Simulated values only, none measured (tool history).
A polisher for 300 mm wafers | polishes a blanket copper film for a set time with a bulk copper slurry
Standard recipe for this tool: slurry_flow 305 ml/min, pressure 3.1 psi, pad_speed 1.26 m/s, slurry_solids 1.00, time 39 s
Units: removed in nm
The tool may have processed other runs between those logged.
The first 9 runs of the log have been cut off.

| run | hour | slurry_flow | pressure | pad_speed | slurry_solids | time | incoming thickness of the incoming film, nm | removed |
|---|---|---|---|---|---|---|---|---|
| 10 | 440.3 | 305 | 3.4 | 1.64 | 0.90 | 27 | 3568.7 | 445.7 |
| 11 | 481.8 | 305 | 3.1 | 1.26 | 0.75 | 39 | 3575.1 | 463.3 |
|  | 495.3 | worn pad replaced by a new one |
| 12 | 513.4 | 305 | 3.1 | 0.98 | 0.70 | 39 | 3571.5 | 367.8 |
|  | 561.2 | slurry blender recalibrated |
| 13 | 715.3 | 210 | 3.1 | 1.26 | 1.00 | 39 | 3617.4 | 465.0 |
| 14 | 754.2 | 305 | 3.1 | 1.14 | 1.00 | 39 | 3554.0 | 454.8 |
| 15 | 783.6 | 305 | 3.1 | 1.68 | 0.75 | 39 | 3539.8 | 623.0 |
| 16 | 809.5 | 305 | 3.1 | 1.48 | 1.00 | 39 | 3552.6 | 572.1 |
| 17 | 852.2 | 305 | 3.9 | 1.26 | 1.00 | 39 | 3620.3 | 626.3 |
| 18 | 918.0 | 305 | 3.1 | 1.26 | 1.00 | 39 | 3565.7 | 508.3 |
|  | 990.7 | worn pad replaced by a new one |
|  | 1035.4 | slurry blender recalibrated |
| 19 | 1086.0 | 305 | 3.1 | 1.26 | 1.20 | 47 | 3558.2 | 623.0 |
| 20 | 1125.3 | 305 | 4.1 | 1.26 | 1.00 | 39 | 3530.7 | 668.7 |
|  | 1148.5 | slurry nozzle cleaned |
| 21 | 1191.6 | 305 | 3.1 | 1.26 | 1.00 | 39 | 3507.7 | 507.1 |
| 22 | 1241.7 | 305 | 3.1 | 1.52 | 1.00 | 39 | 3541.4 | 602.5 |
| 23 | 1295.7 | 365 | 3.1 | 1.06 | 1.00 | 39 | 3570.3 | 439.1 |
|  | 1302.1 | head pressure recalibrated |
| 24 | 1367.1 | 305 | 3.1 | 1.08 | 1.00 | 44 | 3547.2 | 475.1 |

Run 25, settings as shown, results not yet in. Your forecast:
|  | 1431.4 | worn pad replaced by a new one |
| 25 | 1431.9 | 305 | 2.0 | 1.26 | 1.25 | 39 | 3565.3 | ? |

{"run 25": {"removed": 322.8}}
The same run, on a tool lacking any hidden state, would have yielded removed 313.2 nm.

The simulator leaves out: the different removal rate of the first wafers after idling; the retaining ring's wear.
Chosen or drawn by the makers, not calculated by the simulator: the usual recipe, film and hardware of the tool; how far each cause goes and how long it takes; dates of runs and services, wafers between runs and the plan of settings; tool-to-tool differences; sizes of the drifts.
